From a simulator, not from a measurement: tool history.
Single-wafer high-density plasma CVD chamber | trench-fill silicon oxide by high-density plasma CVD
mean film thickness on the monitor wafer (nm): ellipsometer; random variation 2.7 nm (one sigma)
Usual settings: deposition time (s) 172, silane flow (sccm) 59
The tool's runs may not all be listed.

run	day	deposition time (s)	silane flow (sccm)	wafers since the last listed run	hours since the silane flow controller was replaced	hours since the gauge calibration	read-back reference wafer on the same gauge, thickness_nm	mean film thickness on the monitor wafer (nm)
1	0.000	172	59	0	4884.8	328.8	1220.209	1010.432
2	1.783	172	59	315	4927.6	371.6	1219.280	1011.698
3	4.604	159	59	499	4995.3	439.3	1219.491	937.105
4	6.683	198	56	368	5045.2	489.2	1219.961	1109.166
5	8.950	172	59	401	5099.6	543.6	1220.132	1012.708
6	11.158	172	59	391	5152.6	596.6	1220.247	1015.166
7	13.696	172	59	449	5213.5	657.5	1219.211	1020.203
8	15.546	172	59	327	5257.9	701.9	1220.837	1014.353
9	17.108	172	59	276	5295.4	739.4	1219.566	1011.969
10	19.458	172	59	416	5351.8	795.8	1220.715	1016.545
# day 20.400: silane flow controller replaced
11	21.554	172	59	312	27.7	846.1	1220.586	1073.993
12	24.462	189	48	515	97.5	915.9	1218.471	964.828
13	27.321	155	68	506	166.1	984.5	1219.787	1110.947
14	29.254	150	48	342	212.5	1030.9	1219.308	754.260
15	31.479	194	49	394	265.9	1084.3	1220.355	1001.618
# day 33.312: gauge calibrated
16	33.608	201	48	377	317.0	7.1	1220.876	1017.700
17	34.921	172	59	232	348.5	38.6	1220.198	1068.922
18	36.358	172	59	254	383.0	73.1	1219.696	1060.623
19	38.108	142	70	309	425.0	115.1	1219.999	1039.030
20	40.458	194	49	416	481.4	171.5	1220.618	987.630
21	42.312	144	63	328	525.9	216.0	1221.350	945.642

The same runs without the tool's hidden state, with the same run-to-run variation:
The hidden state here: delivered silane flow above the setpoint (%); gauge reads high (%).
run	mean film thickness on the monitor wafer (nm)
1	1072.522
2	1073.961
3	994.913
4	1177.702
5	1075.394
6	1078.107
7	1083.574
8	1077.441
9	1074.976
10	1079.935
11	1074.212
12	967.513
13	1116.753
14	759.411
15	1010.256
16	1028.177
17	1081.001
18	1073.758
19	1053.239
20	1002.804
21	961.395
